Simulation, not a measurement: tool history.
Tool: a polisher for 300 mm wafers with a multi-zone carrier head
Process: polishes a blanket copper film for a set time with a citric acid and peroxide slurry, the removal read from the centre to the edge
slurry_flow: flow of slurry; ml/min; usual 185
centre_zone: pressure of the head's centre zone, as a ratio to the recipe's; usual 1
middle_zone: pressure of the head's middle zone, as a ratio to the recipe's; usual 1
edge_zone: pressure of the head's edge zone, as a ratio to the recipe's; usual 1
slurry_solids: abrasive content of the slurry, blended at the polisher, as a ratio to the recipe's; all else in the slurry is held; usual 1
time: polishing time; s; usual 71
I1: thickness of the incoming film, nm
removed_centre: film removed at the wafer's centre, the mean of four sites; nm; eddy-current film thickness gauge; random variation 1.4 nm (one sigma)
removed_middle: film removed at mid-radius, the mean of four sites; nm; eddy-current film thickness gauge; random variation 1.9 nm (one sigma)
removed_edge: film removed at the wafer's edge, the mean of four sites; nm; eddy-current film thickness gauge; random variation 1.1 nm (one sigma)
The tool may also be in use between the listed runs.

{"run": 1, "hour": 0.0, "slurry_flow": 185, "centre_zone": 1, "middle_zone": 1, "edge_zone": 1.07, "slurry_solids": 1, "time": 71, "I1": 512.9, "removed_centre": 127.3, "removed_middle": 124.6, "removed_edge": 128.3}
{"run": 2, "hour": 42.6, "slurry_flow": 185, "centre_zone": 1, "middle_zone": 1, "edge_zone": 1, "slurry_solids": 1, "time": 71, "I1": 504.8, "removed_centre": 123.8, "removed_middle": 127, "removed_edge": 122.2}
{"run": 3, "hour": 84.2, "slurry_flow": 185, "centre_zone": 1, "middle_zone": 1, "edge_zone": 1, "slurry_solids": 1, "time": 71, "I1": 507, "removed_centre": 130.1, "removed_middle": 134.5, "removed_edge": 129.5}
{"run": 4, "hour": 141.9, "slurry_flow": 185, "centre_zone": 1.06, "middle_zone": 1, "edge_zone": 1, "slurry_solids": 1, "time": 71, "I1": 511.5, "removed_centre": 136.3, "removed_middle": 132.2, "removed_edge": 125}
{"run": 5, "hour": 178.1, "slurry_flow": 185, "centre_zone": 1.06, "middle_zone": 1, "edge_zone": 1, "slurry_solids": 1, "time": 71, "I1": 508.5, "removed_centre": 137.9, "removed_middle": 128.1, "removed_edge": 126.2}
{"run": 6, "hour": 244.5, "slurry_flow": 185, "centre_zone": 1.04, "middle_zone": 1, "edge_zone": 1, "slurry_solids": 1, "time": 71, "I1": 504.8, "removed_centre": 128.2, "removed_middle": 125.9, "removed_edge": 119.3}
{"run": 7, "hour": 278.7, "slurry_flow": 140, "centre_zone": 1, "middle_zone": 1, "edge_zone": 1, "slurry_solids": 1, "time": 71, "I1": 510.6, "removed_centre": 111.2, "removed_middle": 113.7, "removed_edge": 109.7}
{"run": 8, "hour": 331.8, "slurry_flow": 185, "centre_zone": 1, "middle_zone": 1, "edge_zone": 1, "slurry_solids": 1.1, "time": 71, "I1": 519, "removed_centre": 118.1, "removed_middle": 119, "removed_edge": 112.3}
{"run": 9, "hour": 369.2, "slurry_flow": 185, "centre_zone": 1, "middle_zone": 1, "edge_zone": 1, "slurry_solids": 1, "time": 71, "I1": 502.9, "removed_centre": 111.4, "removed_middle": 116.1, "removed_edge": 111.5}
{"run": 10, "hour": 426.1, "slurry_flow": 185, "centre_zone": 1, "middle_zone": 1, "edge_zone": 1, "slurry_solids": 1.15, "time": 71, "I1": 507.3, "removed_centre": 132.1, "removed_middle": 136.5, "removed_edge": 129.5}
{"run": 11, "hour": 470.1, "slurry_flow": 185, "centre_zone": 1, "middle_zone": 1, "edge_zone": 1, "slurry_solids": 1, "time": 63, "I1": 500.9, "removed_centre": 114.2, "removed_middle": 117.1, "removed_edge": 112.2}
{"run": 12, "hour": 540.8, "slurry_flow": 185, "centre_zone": 1, "middle_zone": 1, "edge_zone": 1, "slurry_solids": 1, "time": 71, "I1": 515.9, "removed_centre": 126.1, "removed_middle": 126.5, "removed_edge": 123.5}
{"run": 13, "hour": 593.1, "slurry_flow": 185, "centre_zone": 1, "middle_zone": 1, "edge_zone": 1, "slurry_solids": 1, "time": 71, "I1": 512.7, "removed_centre": 131.2, "removed_middle": 130.2, "removed_edge": 127.2}
{"run": 14, "hour": 628.0, "slurry_flow": 185, "centre_zone": 1, "middle_zone": 1, "edge_zone": 1, "slurry_solids": 1, "time": 71, "I1": 509.4, "removed_centre": 129.5, "removed_middle": 131.2, "removed_edge": 125.8}
{"run": 15, "hour": 695.8, "slurry_flow": 235, "centre_zone": 1, "middle_zone": 1, "edge_zone": 1, "slurry_solids": 1, "time": 71, "I1": 510.8, "removed_centre": 130.9, "removed_middle": 131.7, "removed_edge": 124.8}
{"run": 16, "hour": 728.5, "slurry_flow": 210, "centre_zone": 1, "middle_zone": 1, "edge_zone": 0.93, "slurry_solids": 0.9, "time": 71, "I1": 501, "removed_centre": 131, "removed_middle": 134.4, "removed_edge": 123}
{"run": 17, "hour": 760.3, "slurry_flow": 185, "centre_zone": 1, "middle_zone": 1, "edge_zone": 0.93, "slurry_solids": 1, "time": 71, "I1": 509.1, "removed_centre": 128.8, "removed_middle": 132.6, "removed_edge": 121.7}
{"run": 18, "hour": 817.4, "slurry_flow": 185, "centre_zone": 1, "middle_zone": 1, "edge_zone": 1, "slurry_solids": 0.85, "time": 71, "I1": 502.3, "removed_centre": 124.6, "removed_middle": 128.1, "removed_edge": 122.2}
{"run": 19, "hour": 842.9, "slurry_flow": 185, "centre_zone": 1, "middle_zone": 1, "edge_zone": 1, "slurry_solids": 1, "time": 71, "I1": 516.6, "removed_centre": 125.3, "removed_middle": 128.5, "removed_edge": 124}

Taken out of this log: 12 entries between the listed runs. Where each belongs, and how the hidden state differs across it:
Between runs 2 and 3: worn pad replaced by a new one (hour 83.7)
  removal rate lost through wear of the pad, %: 5.54 -> 0.709
  measured less the result without the state, removed_centre: -7.2 -> -0.9 nm; removed_middle: -7.5 -> -1 nm; removed_edge: -7.1 -> -0.9 nm
Between runs 3 and 4: slurry nozzle cleaned (hour 90)
  removal rate lost through wear of the pad, %: 0.709 -> 2.63
  measured less the result without the state, removed_centre: -0.9 -> -3.7 nm; removed_middle: -1 -> -3.5 nm; removed_edge: -0.9 -> -3.4 nm
Between runs 5 and 6: centre zone pressure recalibrated (hour 192.2); edge zone pressure recalibrated (hour 227.4)
  removal rate lost through wear of the pad, %: 3.84 -> 6.05
  measured less the result without the state, removed_centre: -5.5 -> -8.3 nm; removed_middle: -5.1 -> -8.1 nm; removed_edge: -5.1 -> -7.7 nm
Between runs 6 and 7: worn pad replaced by a new one (hour 254.4); carrier head's membrane replaced by a new one (hour 276)
  removal rate lost through wear of the pad, %: 6.05 -> 11.2
  measured less the result without the state, removed_centre: -8.3 -> -14.1 nm; removed_middle: -8.1 -> -14.4 nm; removed_edge: -7.7 -> -13.8 nm
Between runs 9 and 10: worn pad replaced by a new one, repeated, since the last time left the tool worse (hour 410.3)
  removal rate lost through wear of the pad, %: 14.2 -> 0.529
  measured less the result without the state, removed_centre: -18.5 -> -0.7 nm; removed_middle: -19.2 -> -0.8 nm; removed_edge: -18.5 -> -0.7 nm
Between runs 11 and 12: centre zone pressure recalibrated (hour 533.9)
  removal rate lost through wear of the pad, %: 2 -> 4.35
  measured less the result without the state, removed_centre: -2.3 -> -5.7 nm; removed_middle: -2.4 -> -5.7 nm; removed_edge: -2.2 -> -5.6 nm
Between runs 12 and 13: slurry nozzle cleaned (hour 551.3); worn pad replaced by a new one (hour 554.6); edge zone pressure recalibrated (hour 583)
  removal rate lost through wear of the pad, %: 4.35 -> 1.55
  measured less the result without the state, removed_centre: -5.7 -> -2 nm; removed_middle: -5.7 -> -2 nm; removed_edge: -5.6 -> -2 nm
Between runs 15 and 16: worn pad replaced by a new one (hour 724.1)
  removal rate lost through wear of the pad, %: 4.97 -> 0.418
  measured less the result without the state, removed_centre: -6.8 -> -0.5 nm; removed_middle: -6.9 -> -0.6 nm; removed_edge: -6.5 -> -0.5 nm
